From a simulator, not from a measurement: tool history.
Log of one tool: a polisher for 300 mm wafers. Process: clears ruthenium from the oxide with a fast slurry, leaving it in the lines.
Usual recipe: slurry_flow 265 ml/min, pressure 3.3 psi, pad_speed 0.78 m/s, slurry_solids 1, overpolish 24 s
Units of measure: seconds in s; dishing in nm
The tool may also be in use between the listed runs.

run    hour  slurry_flow  pressure  pad_speed  slurry_solids  overpolish  incoming thickness of the incoming film, nm  seconds  dishing
  1       0          265       3.3       0.78              1          24                                        260.7     83.2     49.7
       62.1  -- slurry blender recalibrated
  2   107.6          265       3.3       0.78              1          24                                        260.3     81.6     51.2
      154.8  -- worn pad replaced by a new one
  3   206.3          325       3.3       0.78            1.1          24                                        259.2     77.3     52.8
  4   285.1          325       3.3       0.78            1.1          24                                        259.9     77.7     52.4
      289.9  -- slurry nozzle cleaned
  5   386.1          325       3.3       0.78            1.1          24                                          255     75.1     52.3
  6   465.5          265       3.3       0.78              1          24                                        256.1     78.5     51.2
  7   566.6          265       3.3       0.78              1          24                                        263.1     81.7     50.4
      579.4  -- worn pad replaced by a new one
      611.9  -- slurry blender recalibrated
  8   673.1          265       3.3       0.78              1          24                                          261     79.7       52
  9   710.1          265       3.3       0.78              1          24                                        253.9     78.8     50.8
 10     747          265       3.3       0.78              1          24                                        260.3     80.5     49.8
      762.3  -- slurry nozzle cleaned
 11   794.8          295       3.3       0.78           1.15          24                                        263.6     75.5     51.5
 12   873.6          295       3.3       0.78           1.15          24                                        262.7     75.6       54
 13   930.3          295       3.3       0.78           1.15          24                                        265.3     75.3     54.3
 14  1034.5          265       3.3       0.96              1          24                                        260.8     64.1     60.1
 15  1098.2          265       3.3       0.78              1          24                                        262.9     78.7     52.7
     1118.1  -- worn pad replaced by a new one
     1129.9  -- slurry blender recalibrated
     1169.4  -- head pressure recalibrated
 16  1177.7          305       3.3       0.78              1          32                                        260.8     82.7     60.1
     1238.8  -- slurry nozzle cleaned
 17  1345.5          265       4.5       0.66              1          37                                        258.5     74.2     68.4
 18  1403.9          265       3.3       0.78              1          24                                        258.6     83.8     48.7
 19  1473.5          305       3.3       0.92           1.25          11                                          263     65.2     33.1
 20    1528          265       3.3       0.78              1          24                                        257.3     83.5       49
     1586.2  -- slurry blender recalibrated
 21  1612.9          300       2.7       0.62              1          24                                          261    120.9     37.6
     1635.1  -- worn pad replaced by a new one
     1768.4  -- slurry nozzle cleaned
 22  1837.3          240       2.3       0.78           1.15          24                                        261.9    105.2     41.9
 23  1897.8          265       3.3       0.78              1          24                                        257.9     81.2     50.6
 24  1938.9          265       3.3       0.78              1          24                                        256.6     81.1     49.8
 25  2021.1          170       3.3       0.52              1          24                                          258    123.1     36.4
     2038.9  -- slurry blender recalibrated
 26  2091.7          265       3.3       0.86              1          18                                          264     74.2     43.8
     2125.9  -- worn pad replaced by a new one
 27  2140.5          265       4.1       0.56            1.2          24                                          262     88.7     47.9
     2189.5  -- slurry nozzle cleaned
 28  2229.6          265       3.3       0.78              1          24                                        257.8     77.9     50.2

Forecast each of these 4 alternatives for the next run:
  A  2230          265       3.3       0.78              1          24                                        259.4        ?        ?
  B  2230          295       2.9       0.66              1          32                                        259.4        ?        ?
  C  2230          335       3.3       0.78              1          24                                        259.4        ?        ?
  D  2230          230       3.3       0.78           1.15          24                                        259.4        ?        ?

run  seconds  dishing
  A     80.3     50.6
  B    104.9     51.3
  C     79.1     51.1
  D     77.5     51.8
What these runs would have given with no unlogged condition in the tool:
run  seconds  dishing
  A       82     49.8
  B    107.1     50.6
  C     80.8     50.4
  D     79.1     51.1

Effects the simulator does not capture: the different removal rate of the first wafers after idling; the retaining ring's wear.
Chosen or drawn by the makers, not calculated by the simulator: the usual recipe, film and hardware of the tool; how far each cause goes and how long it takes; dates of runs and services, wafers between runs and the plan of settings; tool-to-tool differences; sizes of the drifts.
